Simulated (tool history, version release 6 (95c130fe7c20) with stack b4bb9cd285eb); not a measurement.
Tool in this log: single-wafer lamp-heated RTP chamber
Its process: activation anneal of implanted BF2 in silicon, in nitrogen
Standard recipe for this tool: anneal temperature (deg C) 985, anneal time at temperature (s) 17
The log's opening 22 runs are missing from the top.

run     day  anneal temperature (deg C)  anneal time at temperature (s)  read-back reference wafer on the same gauge, sheet resistance  sheet resistance of the implanted and annealed layer (ohm/square)
 23  27.396                        1014                              21                                                          553.1                                                             586.57
 24  28.604                        1006                               8                                                         552.86                                                             647.57
 25  29.721                         956                              17                                                         553.11                                                             734.58
     31.112  -- reflector plate cleaned
 26  31.133                         985                               7                                                         553.07                                                             717.11
 27  31.888                         965                              17                                                         553.32                                                             722.57
 28  32.433                         985                              17                                                         553.71                                                             666.28
 29  33.129                        1014                              14                                                         552.86                                                             605.37
 30  33.679                         959                              17                                                         552.69                                                             736.47

Branching from run 30: 3 alternative next runs. What would each branch give?
  A  33.696                         993                              17                                                              ?                                                                  ?
  B  33.696                         964                               9                                                              ?                                                                  ?
  C  33.696                        1007                              12                                                              ?                                                                  ?

run  read-back reference wafer on the same gauge, sheet resistance  sheet resistance of the implanted and annealed layer (ohm/square)
  A                                                         552.89                                                             639.92
  B                                                         552.89                                                             758.91
  C                                                         552.89                                                             626.02
Stripped of hidden state, with their random variation kept, the same runs would have yielded:
run  sheet resistance of the implanted and annealed layer (ohm/square)
  A                                                             661.52
  B                                                             787.06
  C                                                             645.92
